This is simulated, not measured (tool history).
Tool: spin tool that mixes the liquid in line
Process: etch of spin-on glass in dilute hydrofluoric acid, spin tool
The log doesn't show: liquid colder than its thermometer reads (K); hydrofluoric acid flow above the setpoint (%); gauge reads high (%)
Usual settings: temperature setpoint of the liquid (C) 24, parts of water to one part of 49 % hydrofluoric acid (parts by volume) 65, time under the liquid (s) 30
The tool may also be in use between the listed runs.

| run | day | temperature setpoint of the liquid (C) | parts of water to one part of 49 % hydrofluoric acid (parts by volume) | time under the liquid (s) | wafers since the last listed run | hours since the thermometer was replaced | hours since the hydrofluoric acid flow meter was replaced | hours since the gauge calibration | read-back film thickness of the spin-on glass reference wafer, read on the same gauge (nm) | thickness taken off the spin-on glass on a monitor wafer (Å) |
|---|---|---|---|---|---|---|---|---|---|---|
| 1 | 0 | 24 | 45 | 20 | 0 | 759.1 | 1374.3 | 441 | 49.98 | 114.7 |
| 2 | 2.996 | 24 | 45 | 20 | 1068 | 831 | 1446.2 | 512.9 | 50 | 112.7 |
| 3 | 4.133 | 24 | 65 | 20 | 405 | 858.3 | 1473.5 | 540.2 | 50.01 | 75.6 |
| 4 | 6.112 | 24 | 65 | 20 | 706 | 905.8 | 1521 | 587.7 | 50.01 | 75.9 |
| 5 | 8.592 | 24 | 65 | 20 | 884 | 965.3 | 1580.5 | 647.2 | 50 | 75.9 |
| 6 | 11.125 | 27.5 | 65 | 30 | 903 | 1026.1 | 1641.3 | 708 | 50.02 | 131 |
| 7 | 13.592 | 27.5 | 65 | 30 | 879 | 1085.3 | 1700.5 | 767.2 | 50.01 | 130.2 |
| 8 | 16.204 | 27.5 | 65 | 30 | 932 | 1148 | 1763.2 | 829.9 | 50.01 | 129.5 |
| 9 | 17.854 | 24 | 65 | 30 | 588 | 1187.6 | 1802.8 | 869.5 | 50.03 | 111.9 |
| 10 | 20.033 | 24 | 65 | 30 | 777 | 1239.9 | 1855.1 | 921.8 | 50.03 | 113.2 |
| 11 | 22.354 | 24 | 65 | 30 | 827 | 1295.6 | 1910.8 | 977.5 | 50.05 | 114.2 |
| 12 | 26.254 | 24 | 65 | 30 | 1391 | 1389.2 | 2004.4 | 1071.1 | 50 | 111.7 |
| 13 | 27.654 | 24 | 65 | 30 | 499 | 1422.8 | 2038 | 1104.7 | 50.04 | 112.5 |
| 14 | 29.325 | 24 | 90 | 30 | 596 | 1462.9 | 2078.1 | 1144.8 | 50 | 78.4 |
| 15 | 31.75 | 24 | 50 | 50 | 865 | 1521.1 | 2136.3 | 1203 | 50 | 247 |
| 16 | 33.921 | 24 | 40 | 30 | 774 | 1573.2 | 2188.4 | 1255.1 | 50 | 189.1 |
|  | 35.512 | thermometer replaced |
| 17 | 35.533 | 26.5 | 50 | 30 | 560 | 0.5 | 2227.1 | 1293.8 | 50.03 | 172.5 |
| 18 | 37.1 | 19 | 65 | 15 | 558 | 38.1 | 2264.7 | 1331.4 | 50.03 | 48 |
| 19 | 39.217 | 24 | 65 | 45 | 755 | 88.9 | 2315.5 | 1382.2 | 49.99 | 176.8 |
|  | 39.542 | gauge calibrated |
|  | 42.012 | hydrofluoric acid flow meter replaced |
| 20 | 42.217 | 24 | 65 | 30 | 1055 | 160.9 | 4.9 | 64.2 | 49.98 | 117.6 |
| 21 | 44.967 | 19.5 | 65 | 40 | 981 | 226.9 | 70.9 | 130.2 | 50.03 | 128.6 |
| 22 | 47.242 | 24 | 65 | 30 | 811 | 281.5 | 125.5 | 184.8 | 50.02 | 117.6 |
| 23 | 49.429 | 24 | 65 | 20 | 780 | 334 | 178 | 237.3 | 49.99 | 76.8 |
| 24 | 50.75 | 24 | 80 | 30 | 471 | 365.7 | 209.7 | 269 | 50 | 92.9 |
| 25 | 52.992 | 22 | 65 | 45 | 799 | 419.5 | 263.5 | 322.8 | 49.99 | 160.1 |
| 26 | 54.146 | 25.5 | 80 | 30 | 411 | 447.2 | 291.2 | 350.5 | 50.02 | 98.6 |
| 27 | 55.733 | 21 | 85 | 40 | 566 | 485.3 | 329.3 | 388.6 | 49.99 | 101.8 |

4 ways to go on from here, each from the tool as it stands after run 27. What would each give?
| A | 55.75 | 24 | 65 | 30 | 5 | 485.7 | 329.7 | 389 | ? | ? |
| B | 55.75 | 22 | 85 | 45 | 5 | 485.7 | 329.7 | 389 | ? | ? |
| C | 55.75 | 20 | 50 | 30 | 5 | 485.7 | 329.7 | 389 | ? | ? |
| D | 55.75 | 25.5 | 85 | 20 | 5 | 485.7 | 329.7 | 389 | ? | ? |

| run | read-back film thickness of the spin-on glass reference wafer, read on the same gauge (nm) | thickness taken off the spin-on glass on a monitor wafer (Å) |
|---|---|---|
| A | 50.02 | 115.1 |
| B | 50.02 | 118.7 |
| C | 50.02 | 129 |
| D | 50.02 | 60.7 |
Without the tool's hidden state the same runs would have given:
| run | thickness taken off the spin-on glass on a monitor wafer (Å) |
|---|---|
| A | 117.1 |
| B | 120.8 |
| C | 131.4 |
| D | 61.8 |
